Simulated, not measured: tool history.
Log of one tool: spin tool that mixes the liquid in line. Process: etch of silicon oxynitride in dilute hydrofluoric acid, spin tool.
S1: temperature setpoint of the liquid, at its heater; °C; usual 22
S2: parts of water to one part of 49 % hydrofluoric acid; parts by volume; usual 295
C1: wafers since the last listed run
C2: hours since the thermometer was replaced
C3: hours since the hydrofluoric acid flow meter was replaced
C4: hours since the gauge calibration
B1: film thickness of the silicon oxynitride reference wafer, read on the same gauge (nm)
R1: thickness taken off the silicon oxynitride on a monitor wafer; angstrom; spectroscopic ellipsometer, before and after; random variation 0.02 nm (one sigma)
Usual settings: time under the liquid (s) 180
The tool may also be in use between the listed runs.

Run 1, hour 0: usual settings; C1 0; C2 1860.9; C3 1743.4; C4 89; B1 90.013. Result: R1 7.28 angstrom.
At hour 16.3: gauge calibrated.
Run 2, hour 17.4: usual settings; C1 152; C2 1878.3; C3 1760.8; C4 1.1; B1 89.988. Result: R1 7.14 angstrom.
Run 3, hour 35.3: usual settings; C1 156; C2 1896.2; C3 1778.7; C4 19; B1 90.003. Result: R1 7.12 angstrom.
Run 4, hour 41.5: usual settings; C1 54; C2 1902.4; C3 1784.9; C4 25.2; B1 90.002. Result: R1 6.87 angstrom.
Run 5, hour 52.2: usual settings; C1 93; C2 1913.1; C3 1795.6; C4 35.9; B1 89.997. Result: R1 7.22 angstrom.
Run 6, hour 62.8: usual settings but S1 19 °C, S2 225 parts by volume; C1 92; C2 1923.7; C3 1806.2; C4 46.5; B1 89.984. Result: R1 8.73 angstrom.
At hour 64.6: thermometer replaced.
Run 7, hour 79.1: usual settings but S1 19 °C, S2 225 parts by volume; C1 133; C2 14.5; C3 1822.5; C4 62.8; B1 90.038. Result: R1 9 angstrom.
Run 8, hour 92.6: usual settings but S1 19 °C, S2 225 parts by volume; C1 118; C2 28; C3 1836; C4 76.3; B1 89.962. Result: R1 8.57 angstrom.
Run 9, hour 102.2: usual settings but S2 425 parts by volume; C1 84; C2 37.6; C3 1845.6; C4 85.9; B1 89.999. Result: R1 4.82 angstrom.
Run 10, hour 116.5: usual settings but S2 205 parts by volume, time under the liquid (s) 210; C1 125; C2 51.9; C3 1859.9; C4 100.2; B1 89.962. Result: R1 12.94 angstrom.
Run 11, hour 123: usual settings but S1 19 °C, S2 225 parts by volume; C1 56; C2 58.4; C3 1866.4; C4 106.7; B1 89.973. Result: R1 8.54 angstrom.
At hour 142.5: gauge calibrated.
Run 12, hour 149.4: usual settings; C1 231; C2 84.8; C3 1892.8; C4 6.9; B1 89.998. Result: R1 7.46 angstrom.
At hour 157.5: hydrofluoric acid flow meter replaced.
Run 13, hour 165.6: usual settings but S1 24 °C, S2 195 parts by volume, time under the liquid (s) 80; C1 133; C2 101; C3 8.1; C4 23.1; B1 90.03. Result: R1 5.44 angstrom.
Run 14, hour 182.8: usual settings but time under the liquid (s) 95; C1 150; C2 118.2; C3 25.3; C4 40.3; B1 90.004. Result: R1 3.72 angstrom.
Run 15, hour 194.3: usual settings but S1 19 °C, S2 215 parts by volume, time under the liquid (s) 275; C1 100; C2 129.7; C3 36.8; C4 51.8; B1 89.974. Result: R1 13.99 angstrom.
Run 16, hour 202.9: usual settings but S1 19.5 °C, time under the liquid (s) 255; C1 75; C2 138.3; C3 45.4; C4 60.4; B1 90.029. Result: R1 8.9 angstrom.
Run 17, hour 210.5: usual settings; C1 66; C2 145.9; C3 53; C4 68; B1 90.006. Result: R1 6.93 angstrom.

Forecast each of these 3 alternatives for the next run:
Run A, hour 211: usual settings but time under the liquid (s) 270; C1 4; C2 146.4; C3 53.5; C4 68.5; B1 ?. Result: R1 ?.
Run B, hour 211: usual settings but S1 19 °C, time under the liquid (s) 235; C1 4; C2 146.4; C3 53.5; C4 68.5; B1 ?. Result: R1 ?.
Run C, hour 211: usual settings but S1 26.5 °C, S2 400 parts by volume; C1 4; C2 146.4; C3 53.5; C4 68.5; B1 ?. Result: R1 ?.

run      B1     R1
  A  90.015  10.68
  B  90.015   8.14
  C  90.015    5.9
Without the tool's hidden state the same runs would have given:
run     R1
  A  10.68
  B   8.14
  C    5.9
